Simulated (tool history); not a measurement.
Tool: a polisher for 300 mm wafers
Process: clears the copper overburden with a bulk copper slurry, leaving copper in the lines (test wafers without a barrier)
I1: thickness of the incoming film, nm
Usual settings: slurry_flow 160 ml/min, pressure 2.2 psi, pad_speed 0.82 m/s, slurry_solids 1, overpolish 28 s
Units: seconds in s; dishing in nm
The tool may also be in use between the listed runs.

Run 1, day 0: usual settings; I1 618.5. Result: seconds 120.8 s, dishing 70.4 nm.
Run 2, day 2.671: usual settings but overpolish 22 s; I1 618.9. Result: seconds 119.7 s, dishing 58.5 nm.
Run 3, day 5.604: usual settings but overpolish 22 s; I1 609.8. Result: seconds 122.9 s, dishing 59.5 nm.
Run 4, day 8.512: usual settings; I1 598.1. Result: seconds 119.6 s, dishing 66.8 nm.
Run 5, day 10.875: usual settings but pad_speed 0.72 m/s, overpolish 17 s; I1 616.3. Result: seconds 142.6 s, dishing 43.9 nm.
Run 6, day 13.962: usual settings but pad_speed 0.72 m/s, overpolish 17 s; I1 606.2. Result: seconds 137.4 s, dishing 43.6 nm.
At day 14.658: slurry nozzle cleaned.
At day 14.721: slurry blender recalibrated.
At day 17.754: worn pad replaced by a new one.
Run 7, day 18.058: usual settings; I1 615.8. Result: seconds 114.8 s, dishing 70.2 nm.
Run 8, day 21.275: usual settings; I1 614.2. Result: seconds 121.3 s, dishing 69.7 nm.
Run 9, day 23.746: usual settings but pressure 2.8 psi, overpolish 22 s; I1 609.2. Result: seconds 92.4 s, dishing 70.2 nm.
Run 10, day 28.108: usual settings but overpolish 16 s; I1 609.2. Result: seconds 118.3 s, dishing 47.3 nm.
At day 28.417: head pressure recalibrated.
Run 11, day 30.521: usual settings but pressure 2.8 psi; I1 615.9. Result: seconds 98.5 s, dishing 80.3 nm.
Run 12, day 34.679: usual settings but slurry_flow 175 ml/min, overpolish 33 s; I1 609.9. Result: seconds 119.3 s, dishing 74 nm.
At day 37.192: slurry nozzle cleaned.
At day 37.946: slurry blender recalibrated.
At day 41.404: worn pad replaced by a new one.
Run 13, day 46.383: usual settings but pad_speed 1 m/s, overpolish 42 s; I1 602.9. Result: seconds 94.3 s, dishing 93.1 nm.
Run 14, day 49.95: usual settings; I1 605. Result: seconds 117.4 s, dishing 68.2 nm.
Run 15, day 53.204: usual settings; I1 611.5. Result: seconds 121.3 s, dishing 67.2 nm.
Run 16, day 57.45: usual settings but pressure 2.6 psi, overpolish 39 s; I1 621.6. Result: seconds 102.6 s, dishing 91.4 nm.
At day 60.729: head pressure recalibrated.
At day 63.029: slurry nozzle cleaned.
At day 63.258: worn pad replaced by a new one.
At day 64.138: slurry blender recalibrated.
Run 17, day 67.046: usual settings but slurry_flow 130 ml/min, pressure 3 psi, pad_speed 0.64 m/s, overpolish 13 s; I1 608.8. Result: seconds 110.4 s, dishing 43 nm.
Run 18, day 70.467: usual settings but slurry_flow 130 ml/min, pressure 1.8 psi, pad_speed 0.98 m/s, slurry_solids 1.1; I1 612.2. Result: seconds 125.2 s, dishing 64.7 nm.
Run 19, day 74.438: usual settings but pressure 1.5 psi, slurry_solids 1.25; I1 606.7. Result: seconds 172.9 s, dishing 52.7 nm.
Run 20, day 76.246: usual settings but slurry_solids 1.25; I1 610.8. Result: seconds 120.3 s, dishing 68.6 nm.
Run 21, day 77.788: usual settings; I1 613.8. Result: seconds 120.3 s, dishing 64.8 nm.
Run 22, day 82.042: usual settings but slurry_flow 115 ml/min, overpolish 12 s; I1 610.7. Result: seconds 139.4 s, dishing 35.7 nm.
Run 23, day 84.171: usual settings; I1 621.4. Result: seconds 125.8 s, dishing 68.8 nm.
At day 84.321: slurry nozzle cleaned.
Run 24, day 85.733: usual settings but pressure 1.4 psi, pad_speed 0.9 m/s; I1 605. Result: seconds 173.4 s, dishing 49.5 nm.
At day 86.142: worn pad replaced by a new one.
Run 25, day 87.708: usual settings; I1 605.2. Result: seconds 123.3 s, dishing 65.7 nm.
Run 26, day 90.058: usual settings; I1 605.8. Result: seconds 124.2 s, dishing 66.5 nm.
Run 27, day 91.712: usual settings; I1 602.9. Result: seconds 123.7 s, dishing 66.6 nm.

The tool's hidden state at each run:
removal rate lost through wear of the pad, %: 0 in every run
slurry flow missing at the pad, %: 0 in every run
deviation of the head's pressure from its setpoint, %: 0 in every run
H1: abrasive missing from the slurry, %
run    H1
  1  24.9
  2  29.1
  3  32.3
  4  34.6
  5    36
  6  37.2
  7  12.3
  8  20.2
  9  24.5
 10  29.6
 11  31.4
 12  33.6
 13  26.2
 14  30.8
 15  33.7
 16    36
 17  17.5
 18  26.2
 19  32.8
 20  34.8
 21  36.3
 22  39.2
 23  40.1
 24  40.7
 25  41.3
 26  41.8
 27  42.1
